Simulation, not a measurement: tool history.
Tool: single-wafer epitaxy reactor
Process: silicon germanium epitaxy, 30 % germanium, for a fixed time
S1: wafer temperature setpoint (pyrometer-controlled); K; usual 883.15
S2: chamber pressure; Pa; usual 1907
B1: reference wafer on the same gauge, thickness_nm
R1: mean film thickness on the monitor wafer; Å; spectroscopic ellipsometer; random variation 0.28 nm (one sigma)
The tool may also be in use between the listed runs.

run,hour,S1,S2,B1,R1
1,0,883.15,1907,63.518,660.04
2,26.2,883.15,1907,63.586,661.06
3,83,883.15,1907,63.489,657.43
4,117.8,883.15,1907,63.46,662.21
5,155.8,883.15,1907,63.462,661.19
6,251.8,875.15,1560,63.454,535.5
# hour 297: gauge calibrated
7,305.2,875.15,1560,63.437,537.7
8,331.2,883.15,1907,63.549,663.49
9,391.7,883.15,1907,63.496,661.46
# hour 407: pyrometer calibrated
# hour 424.9: capacitance manometer re-zeroed and calibrated
10,425.4,888.15,1480,63.555,649.62
11,476.3,883.15,1747,63.488,616.33
# hour 543.1: showerhead replaced, of another model than before
12,546.5,895.15,2200,63.56,815.87
13,593.8,883.15,1907,63.491,633.7
14,747.8,892.15,1440,63.53,739.69
15,794.1,883.15,1480,63.486,620.94
16,819.2,879.15,1720,63.519,590.57

Forecast each of these 4 alternatives for the next run:
A,819.6,883.15,2133,?,?
B,819.6,896.15,1653,?,?
C,819.6,888.15,1907,?,?
D,819.6,898.15,2093,?,?

run,B1,R1
A,63.465,660.45
B,63.465,819.81
C,63.465,716.29
D,63.465,883.4
Without the tool's hidden state the same runs would have given:
run,R1
A,632.67
B,786.42
C,686.54
D,847.59
